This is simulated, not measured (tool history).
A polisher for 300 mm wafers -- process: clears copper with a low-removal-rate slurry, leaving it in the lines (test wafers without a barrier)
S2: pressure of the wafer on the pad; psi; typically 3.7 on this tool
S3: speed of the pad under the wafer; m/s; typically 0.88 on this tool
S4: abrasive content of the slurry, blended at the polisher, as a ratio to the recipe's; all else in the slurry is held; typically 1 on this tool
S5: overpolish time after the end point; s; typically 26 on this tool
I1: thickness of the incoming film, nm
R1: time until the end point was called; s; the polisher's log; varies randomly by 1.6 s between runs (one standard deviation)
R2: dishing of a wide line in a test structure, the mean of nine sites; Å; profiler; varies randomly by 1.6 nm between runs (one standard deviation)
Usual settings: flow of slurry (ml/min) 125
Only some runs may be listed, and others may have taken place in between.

{"run": 1, "hour": 0.0, "flow of slurry (ml/min)": 125, "S2": 3.7, "S3": 0.88, "S4": 1, "S5": 26, "I1": 408.4, "R1": 134.5, "R2": 589}
{"run": 2, "hour": 17.2, "flow of slurry (ml/min)": 125, "S2": 3.7, "S3": 0.88, "S4": 1, "S5": 26, "I1": 407.7, "R1": 135.7, "R2": 548}
{"run": 3, "hour": 32.6, "flow of slurry (ml/min)": 125, "S2": 3.7, "S3": 0.88, "S4": 1, "S5": 26, "I1": 407.5, "R1": 139.2, "R2": 576}
{"run": 4, "hour": 48.1, "flow of slurry (ml/min)": 125, "S2": 3.7, "S3": 0.88, "S4": 1, "S5": 26, "I1": 408.9, "R1": 142.3, "R2": 565}
{"run": 5, "hour": 62.7, "flow of slurry (ml/min)": 125, "S2": 3.7, "S3": 0.88, "S4": 1, "S5": 26, "I1": 406, "R1": 141.9, "R2": 536}
{"run": 6, "hour": 70.0, "flow of slurry (ml/min)": 110, "S2": 3.7, "S3": 1.12, "S4": 1, "S5": 26, "I1": 406.1, "R1": 130.4, "R2": 567}
{"hour": 79.8, "done": "head pressure recalibrated"}
{"run": 7, "hour": 87.6, "flow of slurry (ml/min)": 125, "S2": 3.7, "S3": 0.88, "S4": 1, "S5": 26, "I1": 409.9, "R1": 151.6, "R2": 542}
{"run": 8, "hour": 94.1, "flow of slurry (ml/min)": 125, "S2": 3.7, "S3": 0.88, "S4": 1, "S5": 26, "I1": 408.4, "R1": 150.2, "R2": 521}
{"run": 9, "hour": 106.7, "flow of slurry (ml/min)": 125, "S2": 3.4, "S3": 0.66, "S4": 0.9, "S5": 39, "I1": 412, "R1": 199.2, "R2": 576}
{"hour": 109.5, "done": "slurry blender recalibrated"}
{"run": 10, "hour": 113.0, "flow of slurry (ml/min)": 90, "S2": 3.7, "S3": 0.88, "S4": 1.25, "S5": 18, "I1": 411.9, "R1": 174, "R2": 329}
{"hour": 120.1, "done": "worn pad replaced by a new one"}
{"run": 11, "hour": 120.8, "flow of slurry (ml/min)": 95, "S2": 2.9, "S3": 0.88, "S4": 0.9, "S5": 26, "I1": 408.6, "R1": 235.4, "R2": 350}
{"hour": 132.5, "done": "slurry nozzle cleaned"}
{"run": 12, "hour": 134.7, "flow of slurry (ml/min)": 125, "S2": 3.7, "S3": 0.88, "S4": 1, "S5": 26, "I1": 409.3, "R1": 114.6, "R2": 635}
{"run": 13, "hour": 152.3, "flow of slurry (ml/min)": 125, "S2": 3.2, "S3": 0.88, "S4": 1.1, "S5": 26, "I1": 410.8, "R1": 128.8, "R2": 593}
{"run": 14, "hour": 159.0, "flow of slurry (ml/min)": 125, "S2": 3.7, "S3": 0.88, "S4": 1, "S5": 26, "I1": 417.6, "R1": 116.5, "R2": 627}
{"run": 15, "hour": 168.4, "flow of slurry (ml/min)": 140, "S2": 3.7, "S3": 0.88, "S4": 1, "S5": 26, "I1": 410.9, "R1": 112.6, "R2": 635}
{"run": 16, "hour": 185.9, "flow of slurry (ml/min)": 125, "S2": 3.7, "S3": 0.78, "S4": 1, "S5": 40, "I1": 409.4, "R1": 122.4, "R2": 892}
{"run": 17, "hour": 193.6, "flow of slurry (ml/min)": 105, "S2": 3.7, "S3": 0.88, "S4": 1, "S5": 26, "I1": 410, "R1": 122, "R2": 628}
{"run": 18, "hour": 208.9, "flow of slurry (ml/min)": 125, "S2": 3.7, "S3": 1.06, "S4": 1, "S5": 14, "I1": 408.5, "R1": 100.8, "R2": 428}
{"run": 19, "hour": 217.1, "flow of slurry (ml/min)": 145, "S2": 4.3, "S3": 0.88, "S4": 1, "S5": 26, "I1": 414, "R1": 96.5, "R2": 757}
{"hour": 236.3, "done": "worn pad replaced by a new one"}
{"run": 20, "hour": 236.8, "flow of slurry (ml/min)": 125, "S2": 3.7, "S3": 0.88, "S4": 1.1, "S5": 37, "I1": 410.7, "R1": 112.1, "R2": 850}
{"run": 21, "hour": 251.1, "flow of slurry (ml/min)": 125, "S2": 3.7, "S3": 0.88, "S4": 1, "S5": 22, "I1": 412.6, "R1": 113.8, "R2": 571}
{"run": 22, "hour": 267.0, "flow of slurry (ml/min)": 125, "S2": 3.7, "S3": 0.88, "S4": 1, "S5": 26, "I1": 405.8, "R1": 114.2, "R2": 631}
{"run": 23, "hour": 276.8, "flow of slurry (ml/min)": 125, "S2": 3.7, "S3": 0.88, "S4": 1, "S5": 26, "I1": 416.5, "R1": 116.8, "R2": 615}
{"run": 24, "hour": 285.5, "flow of slurry (ml/min)": 125, "S2": 3.7, "S3": 1.04, "S4": 1, "S5": 26, "I1": 407.4, "R1": 105.2, "R2": 713}
{"run": 25, "hour": 301.0, "flow of slurry (ml/min)": 125, "S2": 3.7, "S3": 0.88, "S4": 1, "S5": 26, "I1": 405, "R1": 113.1, "R2": 644}
{"run": 26, "hour": 307.5, "flow of slurry (ml/min)": 105, "S2": 4.2, "S3": 0.88, "S4": 1, "S5": 26, "I1": 413.1, "R1": 108.9, "R2": 684}
{"run": 27, "hour": 320.3, "flow of slurry (ml/min)": 125, "S2": 3.7, "S3": 0.88, "S4": 1, "S5": 26, "I1": 410.5, "R1": 115.5, "R2": 652}
{"run": 28, "hour": 332.9, "flow of slurry (ml/min)": 125, "S2": 3.7, "S3": 1.12, "S4": 1.1, "S5": 26, "I1": 401.8, "R1": 95.4, "R2": 721}
{"run": 29, "hour": 342.4, "flow of slurry (ml/min)": 125, "S2": 3.7, "S3": 0.88, "S4": 1, "S5": 26, "I1": 412.3, "R1": 112.5, "R2": 629}

Consider 4 possible next runs. They are alternatives, not a sequence: every one starts from the tool as it was left by run 29. What does each give?
{"run": "A", "hour": 342.9, "flow of slurry (ml/min)": 125, "S2": 3.7, "S3": 0.88, "S4": 1, "S5": 26, "I1": 409.8, "R1": "?", "R2": "?"}
{"run": "B", "hour": 342.9, "flow of slurry (ml/min)": 145, "S2": 3.2, "S3": 0.88, "S4": 1, "S5": 34, "I1": 409.8, "R1": "?", "R2": "?"}
{"run": "C", "hour": 342.9, "flow of slurry (ml/min)": 100, "S2": 3.7, "S3": 0.88, "S4": 1, "S5": 26, "I1": 409.8, "R1": "?", "R2": "?"}
{"run": "D", "hour": 342.9, "flow of slurry (ml/min)": 125, "S2": 4.4, "S3": 0.88, "S4": 1, "S5": 16, "I1": 409.8, "R1": "?", "R2": "?"}

run=A R1=116.4 R2=676
run=B R1=129.9 R2=754
run=C R1=123.7 R2=644
run=D R1=98.2 R2=528
Had the tool no hidden state, the same runs would have come out as:
run=A R1=114.6 R2=684
run=B R1=128.2 R2=761
run=C R1=121.3 R2=654
run=D R1=96.7 R2=535
